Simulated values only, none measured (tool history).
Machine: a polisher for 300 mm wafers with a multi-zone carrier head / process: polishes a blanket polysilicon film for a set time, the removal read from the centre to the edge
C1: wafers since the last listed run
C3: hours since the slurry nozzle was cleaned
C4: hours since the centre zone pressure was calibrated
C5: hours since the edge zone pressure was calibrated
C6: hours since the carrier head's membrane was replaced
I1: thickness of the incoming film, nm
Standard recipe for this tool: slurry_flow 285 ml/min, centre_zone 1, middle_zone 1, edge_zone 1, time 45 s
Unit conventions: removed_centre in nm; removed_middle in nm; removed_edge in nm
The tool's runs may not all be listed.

run 1 hour=0 | slurry_flow=350 centre_zone=1.03 middle_zone=0.96 edge_zone=1 time=49 | C1=0 wafers_polished_on_this_pad=7816 C3=468.3 C4=102.1 C5=488.2 C6=1247.1 | I1=1918.7 | removed_centre=525.5 removed_middle=493.9 removed_edge=520
-- hour=35.2 carrier head's membrane replaced by a new one
-- hour=38 worn pad replaced by a new one
run 2 hour=39 | slurry_flow=285 centre_zone=1 middle_zone=1 edge_zone=1 time=45 | C1=487 wafers_polished_on_this_pad=15 C3=507.3 C4=141.1 C5=527.2 C6=3.8 | I1=1943.6 | removed_centre=476.5 removed_middle=459.4 removed_edge=467
-- hour=52 slurry nozzle cleaned
run 3 hour=65.2 | slurry_flow=285 centre_zone=0.91 middle_zone=0.89 edge_zone=1.08 time=45 | C1=393 wafers_polished_on_this_pad=409 C3=13.2 C4=167.3 C5=553.4 C6=30 | I1=1916 | removed_centre=433.9 removed_middle=421.7 removed_edge=499.1
run 4 hour=89.7 | slurry_flow=285 centre_zone=1 middle_zone=1 edge_zone=1 time=45 | C1=383 wafers_polished_on_this_pad=792 C3=37.7 C4=191.8 C5=577.9 C6=54.5 | I1=1931 | removed_centre=473.4 removed_middle=462.5 removed_edge=478.4
run 5 hour=157.9 | slurry_flow=240 centre_zone=1.05 middle_zone=0.9 edge_zone=1 time=45 | C1=1066 wafers_polished_on_this_pad=1858 C3=105.9 C4=260 C5=646.1 C6=122.7 | I1=1921.1 | removed_centre=486 removed_middle=423.3 removed_edge=462.4
run 6 hour=219.8 | slurry_flow=325 centre_zone=1 middle_zone=1 edge_zone=1.04 time=45 | C1=967 wafers_polished_on_this_pad=2826 C3=167.8 C4=321.9 C5=708 C6=184.6 | I1=1942.8 | removed_centre=486.1 removed_middle=466.7 removed_edge=490.2
-- hour=239.7 edge zone pressure recalibrated
run 7 hour=256.2 | slurry_flow=285 centre_zone=1 middle_zone=1 edge_zone=1 time=37 | C1=537 wafers_polished_on_this_pad=3364 C3=204.2 C4=358.3 C5=16.5 C6=221 | I1=1964.8 | removed_centre=394 removed_middle=378.4 removed_edge=388.2
run 8 hour=284.7 | slurry_flow=285 centre_zone=1 middle_zone=1 edge_zone=1 time=45 | C1=445 wafers_polished_on_this_pad=3810 C3=232.7 C4=386.8 C5=45 C6=249.5 | I1=1958.5 | removed_centre=484.7 removed_middle=462.7 removed_edge=480.2
run 9 hour=320 | slurry_flow=240 centre_zone=0.94 middle_zone=0.96 edge_zone=1 time=45 | C1=551 wafers_polished_on_this_pad=4362 C3=268 C4=422.1 C5=80.3 C6=284.8 | I1=1969.6 | removed_centre=445.9 removed_middle=437.6 removed_edge=486.5
run 10 hour=345.7 | slurry_flow=285 centre_zone=1 middle_zone=1 edge_zone=1 time=56 | C1=401 wafers_polished_on_this_pad=4763 C3=293.7 C4=447.8 C5=106 C6=310.5 | I1=1928 | removed_centre=598.7 removed_middle=580.1 removed_edge=592
-- hour=410.3 centre zone pressure recalibrated
run 11 hour=414.6 | slurry_flow=285 centre_zone=1.1 middle_zone=1.11 edge_zone=0.97 time=59 | C1=1045 wafers_polished_on_this_pad=5809 C3=362.6 C4=4.3 C5=174.9 C6=379.4 | I1=1983.3 | removed_centre=661.8 removed_middle=665.1 removed_edge=611.3
run 12 hour=485 | slurry_flow=285 centre_zone=1 middle_zone=0.95 edge_zone=1 time=45 | C1=1100 wafers_polished_on_this_pad=6910 C3=433 C4=74.7 C5=245.3 C6=449.8 | I1=1949.8 | removed_centre=478.1 removed_middle=446.1 removed_edge=484.2
-- hour=499.5 worn pad replaced by a new one
-- hour=520.9 slurry nozzle cleaned
run 13 hour=583.8 | slurry_flow=330 centre_zone=0.9 middle_zone=1.11 edge_zone=1 time=39 | C1=1466 wafers_polished_on_this_pad=1303 C3=62.9 C4=173.5 C5=344.1 C6=548.6 | I1=1955 | removed_centre=386.5 removed_middle=445.7 removed_edge=425.1
run 14 hour=615.4 | slurry_flow=285 centre_zone=1 middle_zone=1 edge_zone=1 time=45 | C1=494 wafers_polished_on_this_pad=1797 C3=94.5 C4=205.1 C5=375.7 C6=580.2 | I1=1953.8 | removed_centre=474.6 removed_middle=459.5 removed_edge=489.9
run 15 hour=666 | slurry_flow=285 centre_zone=1 middle_zone=1.05 edge_zone=1 time=52 | C1=791 wafers_polished_on_this_pad=2588 C3=145.1 C4=255.7 C5=426.3 C6=630.8 | I1=1974.9 | removed_centre=546.8 removed_middle=554 removed_edge=556
run 16 hour=720.9 | slurry_flow=285 centre_zone=1 middle_zone=1 edge_zone=1.08 time=56 | C1=858 wafers_polished_on_this_pad=3446 C3=200 C4=310.6 C5=481.2 C6=685.7 | I1=1955.7 | removed_centre=612.6 removed_middle=576.1 removed_edge=605.1
run 17 hour=762.7 | slurry_flow=285 centre_zone=1 middle_zone=0.91 edge_zone=1 time=29 | C1=653 wafers_polished_on_this_pad=4100 C3=241.8 C4=352.4 C5=523 C6=727.5 | I1=1978.8 | removed_centre=307 removed_middle=276.4 removed_edge=311.8
run 18 hour=799 | slurry_flow=195 centre_zone=1 middle_zone=1.11 edge_zone=1 time=45 | C1=567 wafers_polished_on_this_pad=4667 C3=278.1 C4=388.7 C5=559.3 C6=763.8 | I1=1927.2 | removed_centre=455 removed_middle=493.8 removed_edge=451.2
run 19 hour=823.1 | slurry_flow=240 centre_zone=0.95 middle_zone=1 edge_zone=0.94 time=39 | C1=376 wafers_polished_on_this_pad=5044 C3=302.2 C4=412.8 C5=583.4 C6=787.9 | I1=1981.7 | removed_centre=397.2 removed_middle=390.7 removed_edge=398.1
run 20 hour=875.1 | slurry_flow=285 centre_zone=1 middle_zone=1 edge_zone=0.96 time=45 | C1=813 wafers_polished_on_this_pad=5857 C3=354.2 C4=464.8 C5=635.4 C6=839.9 | I1=1956.6 | removed_centre=491.1 removed_middle=468.9 removed_edge=466.5
run 21 hour=929.3 | slurry_flow=250 centre_zone=1.03 middle_zone=1 edge_zone=1 time=45 | C1=847 wafers_polished_on_this_pad=6704 C3=408.4 C4=519 C5=689.6 C6=894.1 | I1=1983.2 | removed_centre=488.4 removed_middle=455.6 removed_edge=468.9
-- hour=941.1 centre zone pressure recalibrated
-- hour=942.9 worn pad replaced by a new one
run 22 hour=994.3 | slurry_flow=285 centre_zone=1 middle_zone=1 edge_zone=1 time=45 | C1=956 wafers_polished_on_this_pad=803 C3=473.4 C4=53.2 C5=754.6 C6=959.1 | I1=1948.6 | removed_centre=478.2 removed_middle=462.1 removed_edge=477.2
run 23 hour=1035.4 | slurry_flow=285 centre_zone=1 middle_zone=1 edge_zone=1 time=45 | C1=642 wafers_polished_on_this_pad=1445 C3=514.5 C4=94.3 C5=795.7 C6=1000.2 | I1=1929.5 | removed_centre=469.4 removed_middle=458.3 removed_edge=478.4

Take each entry between the runs: how does the hidden state at the last listed run before it differ from the hidden state at the first listed run after it?
Logged between run 1 and run 2: carrier head's membrane replaced by a new one (hour 35.2); worn pad replaced by a new one (hour 38)
  deviation of the centre zone's pressure from its setpoint, %: 0.636 -> 1.21
  the result without the hidden state subtracted from the measured one, removed_centre: +2.8 -> +4.9 nm
Logged between run 2 and run 3: slurry nozzle cleaned (hour 52)
  deviation of the centre zone's pressure from its setpoint, %: 1.21 -> 1.59
  the result without the hidden state subtracted from the measured one, removed_centre: +4.9 -> +5.9 nm
Logged between run 6 and run 7: edge zone pressure recalibrated (hour 239.7)
  deviation of the centre zone's pressure from its setpoint, %: 3.87 -> 4.4
  the result without the hidden state subtracted from the measured one, removed_centre: +15.6 -> +14.3 nm
Logged between run 10 and run 11: centre zone pressure recalibrated (hour 410.3)
  deviation of the centre zone's pressure from its setpoint, %: 5.72 -> 0.498
  the result without the hidden state subtracted from the measured one, removed_centre: +27.9 -> +2.8 nm
Logged between run 12 and run 13: worn pad replaced by a new one (hour 499.5); slurry nozzle cleaned (hour 520.9)
  deviation of the centre zone's pressure from its setpoint, %: 1.53 -> 2.98
  the result without the hidden state subtracted from the measured one, removed_centre: +6.2 -> +9.7 nm
Logged between run 21 and run 22: centre zone pressure recalibrated (hour 941.1); worn pad replaced by a new one (hour 942.9)
  deviation of the centre zone's pressure from its setpoint, %: 8.06 -> 1.04
  the result without the hidden state subtracted from the measured one, removed_centre: +31.5 -> +4.2 nm
